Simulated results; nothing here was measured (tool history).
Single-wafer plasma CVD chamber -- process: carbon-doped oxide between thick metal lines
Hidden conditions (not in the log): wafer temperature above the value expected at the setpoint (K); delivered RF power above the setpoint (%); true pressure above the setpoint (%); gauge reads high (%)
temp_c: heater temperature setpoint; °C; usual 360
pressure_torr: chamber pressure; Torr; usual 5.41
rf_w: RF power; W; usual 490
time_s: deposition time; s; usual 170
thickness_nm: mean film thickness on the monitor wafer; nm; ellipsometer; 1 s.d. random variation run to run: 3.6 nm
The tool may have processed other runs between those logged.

run	day	temp_c	pressure_torr	rf_w	time_s	wafers since the last listed run	hours since the last thermocouple change	hours since the last RF generator calibration	hours since the last manometer calibration	hours since the showerhead was replaced	hours since the gauge calibration	read-back reference wafer on the same gauge, thickness_nm	thickness_nm
1	0	360	5.41	490	170	0	2708.8	882.8	60.6	3482.1	726.3	919.022	749.442
2	0.608	360	5.41	490	170	123	2723.4	897.4	75.2	3496.7	740.9	920.339	751.829
3	1.425	360	5.41	490	170	165	2743	917	94.8	3516.3	760.5	921.412	746.923
# day 2.475: thermocouple changed; heater temperature recalibrated
4	2.5	360	6.45	490	170	150	0.6	942.8	120.6	3542.1	786.3	920.004	762.091
5	3.096	355	5.41	490	170	120	14.9	957.1	134.9	3556.4	800.6	919.967	759.531
6	3.912	353	6.72	490	170	165	34.5	976.7	154.5	3576	820.2	919.207	780.448
7	4.538	360	5.41	490	170	126	49.5	991.7	169.5	3591	835.2	919.032	748.336
8	5.7	374	5.41	425	189	235	77.4	1019.6	197.4	3618.9	863.1	918.568	772.99
# day 6.046: showerhead replaced
# day 6.196: RF generator calibrated
9	6.775	360	6.17	490	170	119	103.2	13.9	223.2	17.5	888.9	919.755	780.001
10	7.6	360	5.41	490	170	167	123	33.7	243	37.3	908.7	920.366	762.91
11	8.746	350	5.41	430	170	231	150.5	61.2	270.5	64.8	936.2	920.443	760.543
12	9.675	360	5.41	490	170	188	172.8	83.5	292.8	87.1	958.5	920.991	768.86
13	10.962	360	5.41	490	170	260	203.7	114.4	323.7	118	989.4	919.683	770.191
# day 11.167: gauge calibrated
14	14.838	360	5.41	490	170	784	296.7	207.4	416.7	211	88.1	920.299	764.301
15	15.729	349	6.55	490	170	180	318.1	228.8	438.1	232.4	109.5	919.977	796.033
16	16.796	360	5.41	490	170	215	343.7	254.4	463.7	258	135.1	920.19	763.817
17	17.892	354	4.64	395	170	221	370	280.7	490	284.3	161.4	920.373	705.342
18	19.208	360	5.41	490	170	266	401.6	312.3	521.6	315.9	193	920.118	754.549
19	20.442	373	5.41	550	170	249	431.2	341.9	551.2	345.5	222.6	920.694	763.47
20	20.979	373	5.41	550	170	108	444.1	354.8	564.1	358.4	235.5	921.562	768.406
21	22.358	360	5.41	490	196	279	477.2	387.9	597.2	391.5	268.6	919.939	874.816
22	23.467	349	6.22	490	185	224	503.8	414.5	623.8	418.1	295.2	920.514	862.497
23	24.142	360	5.41	490	170	136	520	430.7	640	434.3	311.4	920.211	751.581
24	24.742	346	5.41	490	136	121	534.4	445.1	654.4	448.7	325.8	920.305	625.865
25	26.062	346	6.57	445	203	267	566.1	476.8	686.1	480.4	357.5	920.573	923.786
26	27.108	366	5.41	540	170	211	591.2	501.9	711.2	505.5	382.6	920.981	771.226
27	28.429	360	5.41	490	170	267	622.9	533.6	742.9	537.2	414.3	918.569	760.551
28	29.704	345	4.73	550	153	258	653.5	564.2	773.5	567.8	444.9	919.326	712.467

What if the next run were any one of these 5? Each begins from the tool's condition after run 28:
A	29.721	360	5.41	490	170	3	653.9	564.6	773.9	568.2	445.3	?	?
B	29.721	350	5.41	490	170	3	653.9	564.6	773.9	568.2	445.3	?	?
C	29.721	371	5.41	460	179	3	653.9	564.6	773.9	568.2	445.3	?	?
D	29.721	360	5.41	490	185	3	653.9	564.6	773.9	568.2	445.3	?	?
E	29.721	350	5.41	490	192	3	653.9	564.6	773.9	568.2	445.3	?	?

run	read-back reference wafer on the same gauge, thickness_nm	thickness_nm
A	920.471	765.524
B	920.471	782.073
C	920.471	773.654
D	920.471	832.856
E	920.471	882.961
Stripped of hidden state, with their random variation kept, the same runs would have yielded:
run	thickness_nm
A	782.424
B	799.339
C	790.734
D	851.243
E	902.454
